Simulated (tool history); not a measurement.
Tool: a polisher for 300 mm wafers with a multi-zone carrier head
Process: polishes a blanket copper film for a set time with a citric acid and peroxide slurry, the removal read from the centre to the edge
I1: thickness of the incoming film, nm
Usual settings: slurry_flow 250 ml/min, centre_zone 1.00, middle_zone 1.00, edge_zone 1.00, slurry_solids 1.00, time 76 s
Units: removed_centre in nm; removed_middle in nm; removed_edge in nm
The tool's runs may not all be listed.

Run 1, hour 0.0: usual settings; I1 657.4. Result: removed_centre 229.6 nm, removed_middle 221.1 nm, removed_edge 211.9 nm.
At hour 24.1: worn pad replaced by a new one.
Run 2, hour 42.9: usual settings but centre_zone 1.07, middle_zone 1.05; I1 653.6. Result: removed_centre 236.1 nm, removed_middle 216.5 nm, removed_edge 200.2 nm.
At hour 44.9: edge zone pressure recalibrated.
Run 3, hour 96.4: usual settings; I1 660.2. Result: removed_centre 211.9 nm, removed_middle 206.6 nm, removed_edge 202.4 nm.
Run 4, hour 123.1: usual settings; I1 651.2. Result: removed_centre 216.4 nm, removed_middle 207.8 nm, removed_edge 200.0 nm.
Run 5, hour 183.2: usual settings; I1 657.5. Result: removed_centre 206.0 nm, removed_middle 204.5 nm, removed_edge 199.1 nm.
At hour 210.6: carrier head's membrane replaced by a new one.
Run 6, hour 250.0: usual settings but middle_zone 0.94; I1 667.7. Result: removed_centre 205.1 nm, removed_middle 185.6 nm, removed_edge 194.3 nm.
At hour 263.8: worn pad replaced by a new one, repeated, since the last time left the tool worse.
At hour 294.1: centre zone pressure recalibrated.
Run 7, hour 299.3: usual settings but slurry_flow 305 ml/min, centre_zone 1.03; I1 658.0. Result: removed_centre 249.5 nm, removed_middle 233.3 nm, removed_edge 228.3 nm.
Run 8, hour 364.0: usual settings; I1 654.9. Result: removed_centre 237.5 nm, removed_middle 230.2 nm, removed_edge 222.8 nm.
Run 9, hour 401.9: usual settings but slurry_flow 315 ml/min, middle_zone 0.95; I1 665.5. Result: removed_centre 239.5 nm, removed_middle 224.8 nm, removed_edge 228.6 nm.
Run 10, hour 456.7: usual settings; I1 662.4. Result: removed_centre 236.0 nm, removed_middle 227.5 nm, removed_edge 219.6 nm.
Run 11, hour 501.9: usual settings but time 67 s; I1 655.2. Result: removed_centre 201.1 nm, removed_middle 195.5 nm, removed_edge 189.4 nm.
At hour 523.9: worn pad replaced by a new one.
At hour 555.6: edge zone pressure recalibrated.
Run 12, hour 570.6: usual settings but centre_zone 0.93, middle_zone 1.11, slurry_solids 0.85, time 53 s; I1 659.6. Result: removed_centre 147.3 nm, removed_middle 168.0 nm, removed_edge 150.4 nm.
Run 13, hour 603.9: usual settings but slurry_flow 200 ml/min, centre_zone 0.96, edge_zone 1.10; I1 660.7. Result: removed_centre 224.7 nm, removed_middle 225.8 nm, removed_edge 232.8 nm.
Run 14, hour 654.9: usual settings but slurry_solids 1.30; I1 668.8. Result: removed_centre 246.5 nm, removed_middle 245.6 nm, removed_edge 241.7 nm.
At hour 672.9: centre zone pressure recalibrated.
At hour 680.8: slurry nozzle cleaned.
Run 15, hour 704.3: usual settings but centre_zone 0.93, middle_zone 1.11, slurry_solids 0.85, time 53 s; I1 662.2. Result: removed_centre 146.9 nm, removed_middle 167.1 nm, removed_edge 146.6 nm.
At hour 746.2: worn pad replaced by a new one.
Run 16, hour 746.7: usual settings; I1 660.6. Result: removed_centre 239.7 nm, removed_middle 232.3 nm, removed_edge 226.0 nm.
Run 17, hour 775.5: usual settings; I1 660.0. Result: removed_centre 238.9 nm, removed_middle 230.8 nm, removed_edge 226.8 nm.
Run 18, hour 845.9: usual settings but centre_zone 0.89, middle_zone 1.04, edge_zone 0.92, time 99 s; I1 657.1. Result: removed_centre 274.1 nm, removed_middle 313.5 nm, removed_edge 281.6 nm.
Run 19, hour 882.8: usual settings but time 54 s; I1 656.4. Result: removed_centre 169.5 nm, removed_middle 163.2 nm, removed_edge 159.1 nm.
Run 20, hour 938.2: usual settings but slurry_flow 275 ml/min; I1 653.1. Result: removed_centre 232.9 nm, removed_middle 228.1 nm, removed_edge 221.7 nm.

Some steps in removed_centre between neighbouring runs. How much of each would the tool show without its hidden state too (settings, what came in, random variation), and how much is left for the hidden state, with any gauge scatter that isn't in both results?
The hidden state here: removal rate lost through wear of the pad, %; slurry flow missing at the pad, %; deviation of the centre zone's pressure from its setpoint, %; deviation of the edge zone's pressure from its setpoint, %.
Run 1 -> 2: centre_zone 1.00 -> 1.07, middle_zone 1.00 -> 1.05, worn pad replaced by a new one. removed_centre +6.5 nm: hidden state -15.0, all else +21.5.
Run 6 -> 7: slurry_flow 250 -> 305, centre_zone 1.00 -> 1.03, middle_zone 0.94 -> 1.00, worn pad replaced by a new one, repeated, since the last time left the tool worse, centre zone pressure recalibrated. removed_centre +44.4 nm: hidden state +35.7, all else +8.7.
Run 14 -> 15: centre_zone 1.00 -> 0.93, middle_zone 1.00 -> 1.11, slurry_solids 1.30 -> 0.85, time 76 -> 53, centre zone pressure recalibrated, slurry nozzle cleaned. removed_centre -99.6 nm: hidden state -0.1, all else -99.5.
Run 18 -> 19: centre_zone 0.89 -> 1.00, middle_zone 1.04 -> 1.00, edge_zone 0.92 -> 1.00, time 99 -> 54. removed_centre -104.6 nm: hidden state +0.1, all else -104.7.
